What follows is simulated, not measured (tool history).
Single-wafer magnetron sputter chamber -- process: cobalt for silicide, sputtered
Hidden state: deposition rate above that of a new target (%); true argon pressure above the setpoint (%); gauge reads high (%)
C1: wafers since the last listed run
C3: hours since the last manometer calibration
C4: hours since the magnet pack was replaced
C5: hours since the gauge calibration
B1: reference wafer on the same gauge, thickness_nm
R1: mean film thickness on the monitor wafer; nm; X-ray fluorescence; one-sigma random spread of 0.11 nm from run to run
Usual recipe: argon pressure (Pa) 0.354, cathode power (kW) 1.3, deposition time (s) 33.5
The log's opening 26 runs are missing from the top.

Run 27, hour 942.4: usual settings but argon pressure (Pa) 0.26, cathode power (kW) 1.55, deposition time (s) 28.8; C1 653; wafers on the sputter target 3644; C3 397.1; C4 404.6; C5 566.1; B1 21.018. Result: R1 23.093 nm.
Run 28, hour 959: usual settings but argon pressure (Pa) 0.407, deposition time (s) 29.3; C1 537; wafers on the sputter target 4181; C3 413.7; C4 421.2; C5 582.7; B1 20.971. Result: R1 19.201 nm.
Run 29, hour 973.2: usual settings; C1 459; wafers on the sputter target 4641; C3 427.9; C4 435.4; C5 596.9; B1 20.994. Result: R1 22.115 nm.
Run 30, hour 1005: usual settings but deposition time (s) 39.6; C1 1029; wafers on the sputter target 5670; C3 459.7; C4 467.2; C5 628.7; B1 20.967. Result: R1 25.979 nm.
Run 31, hour 1018.1: usual settings; C1 423; wafers on the sputter target 6094; C3 472.8; C4 480.3; C5 641.8; B1 20.988. Result: R1 21.791 nm.
Run 32, hour 1031.5: usual settings but argon pressure (Pa) 0.214, cathode power (kW) 1.15, deposition time (s) 27.6; C1 433; wafers on the sputter target 6528; C3 486.2; C4 493.7; C5 655.2; B1 21.044. Result: R1 16.413 nm.
Run 33, hour 1055: usual settings but argon pressure (Pa) 0.483, cathode power (kW) 1.2, deposition time (s) 35.9; C1 760; wafers on the sputter target 7288; C3 509.7; C4 517.2; C5 678.7; B1 21.026. Result: R1 20.737 nm.
At hour 1063.5: sputter target and shields replaced.
Run 34, hour 1073.2: usual settings but cathode power (kW) 1.45; C1 330; wafers on the sputter target 314; C3 527.9; C4 535.4; C5 696.9; B1 21.026. Result: R1 25.427 nm.
Run 35, hour 1089.6: usual settings but argon pressure (Pa) 0.39, cathode power (kW) 1.4; C1 530; wafers on the sputter target 845; C3 544.3; C4 551.8; C5 713.3; B1 20.946. Result: R1 24.313 nm.
At hour 1093.4: gauge calibrated.
Run 36, hour 1102: usual settings but argon pressure (Pa) 0.242, cathode power (kW) 1; C1 401; wafers on the sputter target 1246; C3 556.7; C4 564.2; C5 8.6; B1 20.995. Result: R1 18.125 nm.

Here are 3 independent what-if runs from the current tool condition. What would each one return?
Run A, hour 1102.4: usual settings; C1 12; wafers on the sputter target 1259; C3 557.1; C4 564.6; C5 9; B1 ?. Result: R1 ?.
Run B, hour 1102.4: usual settings but deposition time (s) 31.6; C1 12; wafers on the sputter target 1259; C3 557.1; C4 564.6; C5 9; B1 ?. Result: R1 ?.
Run C, hour 1102.4: usual settings but cathode power (kW) 1.15, deposition time (s) 28.7; C1 12; wafers on the sputter target 1259; C3 557.1; C4 564.6; C5 9; B1 ?. Result: R1 ?.

run      B1      R1
  A  21.018  22.539
  B  21.018   21.26
  C  21.018  17.137
Without the tool's hidden state the same runs would have given:
run      R1
  A  22.806
  B  21.512
  C   17.34
